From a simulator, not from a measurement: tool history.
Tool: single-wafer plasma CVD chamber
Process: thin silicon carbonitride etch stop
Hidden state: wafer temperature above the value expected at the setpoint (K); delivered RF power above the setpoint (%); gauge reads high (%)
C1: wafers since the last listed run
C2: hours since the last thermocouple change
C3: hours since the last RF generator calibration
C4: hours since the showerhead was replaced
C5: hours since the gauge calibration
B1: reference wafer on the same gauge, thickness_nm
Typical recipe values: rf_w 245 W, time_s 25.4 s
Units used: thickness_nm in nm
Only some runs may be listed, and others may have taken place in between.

run 1 hour=0 | rf_w=245 time_s=25.4 | C1=0 C2=1450.2 C3=1774.6 C4=5941.2 C5=58.4 | B1=16.594 | thickness_nm=14.557
run 2 hour=7.8 | rf_w=245 time_s=29 | C1=151 C2=1458 C3=1782.4 C4=5949 C5=66.2 | B1=16.601 | thickness_nm=16.649
run 3 hour=24.8 | rf_w=245 time_s=24.3 | C1=329 C2=1475 C3=1799.4 C4=5966 C5=83.2 | B1=16.601 | thickness_nm=13.969
run 4 hour=33.8 | rf_w=255 time_s=25.4 | C1=174 C2=1484 C3=1808.4 C4=5975 C5=92.2 | B1=16.602 | thickness_nm=14.694
run 5 hour=40.8 | rf_w=245 time_s=25.4 | C1=135 C2=1491 C3=1815.4 C4=5982 C5=99.2 | B1=16.612 | thickness_nm=14.576
run 6 hour=49.8 | rf_w=245 time_s=25.4 | C1=174 C2=1500 C3=1824.4 C4=5991 C5=108.2 | B1=16.593 | thickness_nm=14.573
run 7 hour=63.4 | rf_w=285 time_s=21.9 | C1=263 C2=1513.6 C3=1838 C4=6004.6 C5=121.8 | B1=16.588 | thickness_nm=12.906
run 8 hour=76.1 | rf_w=245 time_s=25.4 | C1=245 C2=1526.3 C3=1850.7 C4=6017.3 C5=134.5 | B1=16.61 | thickness_nm=14.586
run 9 hour=91 | rf_w=245 time_s=26.5 | C1=288 C2=1541.2 C3=1865.6 C4=6032.2 C5=149.4 | B1=16.592 | thickness_nm=15.178
-- hour=109.4 thermocouple changed; heater temperature recalibrated
-- hour=109.8 gauge calibrated
run 10 hour=109.9 | rf_w=245 time_s=26.5 | C1=211 C2=0.5 C3=1884.5 C4=6051.1 C5=0.1 | B1=16.608 | thickness_nm=15.139
run 11 hour=114.3 | rf_w=245 time_s=25.4 | C1=85 C2=4.9 C3=1888.9 C4=6055.5 C5=4.5 | B1=16.598 | thickness_nm=14.555
-- hour=123.2 RF generator calibrated
-- hour=128.3 showerhead replaced
run 12 hour=128.8 | rf_w=245 time_s=25.4 | C1=27 C2=19.4 C3=5.6 C4=0.5 C5=19 | B1=16.607 | thickness_nm=14.555
run 13 hour=131.2 | rf_w=205 time_s=30 | C1=46 C2=21.8 C3=8 C4=2.9 C5=21.4 | B1=16.594 | thickness_nm=16.652

Estimate the outcome of run 14 from the log above:
run 14 hour=148.8 | rf_w=290 time_s=25.4 | C1=340 C2=39.4 C3=25.6 C4=20.5 C5=39 | B1=? | thickness_nm=?

Run 14 yielded B1 16.6, thickness_nm 14.998 nm.
The same run, on a tool lacking any hidden state, would have yielded thickness_nm 14.998 nm.
